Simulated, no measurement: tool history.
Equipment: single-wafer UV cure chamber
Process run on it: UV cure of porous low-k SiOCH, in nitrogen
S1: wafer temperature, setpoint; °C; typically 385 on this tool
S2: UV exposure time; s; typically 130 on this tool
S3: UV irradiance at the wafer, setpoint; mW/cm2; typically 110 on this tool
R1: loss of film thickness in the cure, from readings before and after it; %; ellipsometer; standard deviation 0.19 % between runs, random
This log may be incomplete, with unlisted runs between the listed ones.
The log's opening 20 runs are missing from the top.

run,hour,S1,S2,S3,R1
21,980.1,385,130,140,11.176
# hour 1013.2: quartz window cleaned
22,1045.6,385,130,140,11.841
23,1077.4,385,130,110,10.552
24,1131.4,385,130,110,10.062
25,1164.3,394,130,144,11.837
26,1204.4,385,95,149,10.209
27,1248.2,394,70,110,7.163
28,1316.8,397,130,110,10.343

Estimate the outcome of run 29 from the log above:
29,1351.3,377,130,110,?

{"run 29": {"R1": 9.792}}
With the hidden condition absent and the run-to-run variation left alone, this run would have shown R1 10.86 %.
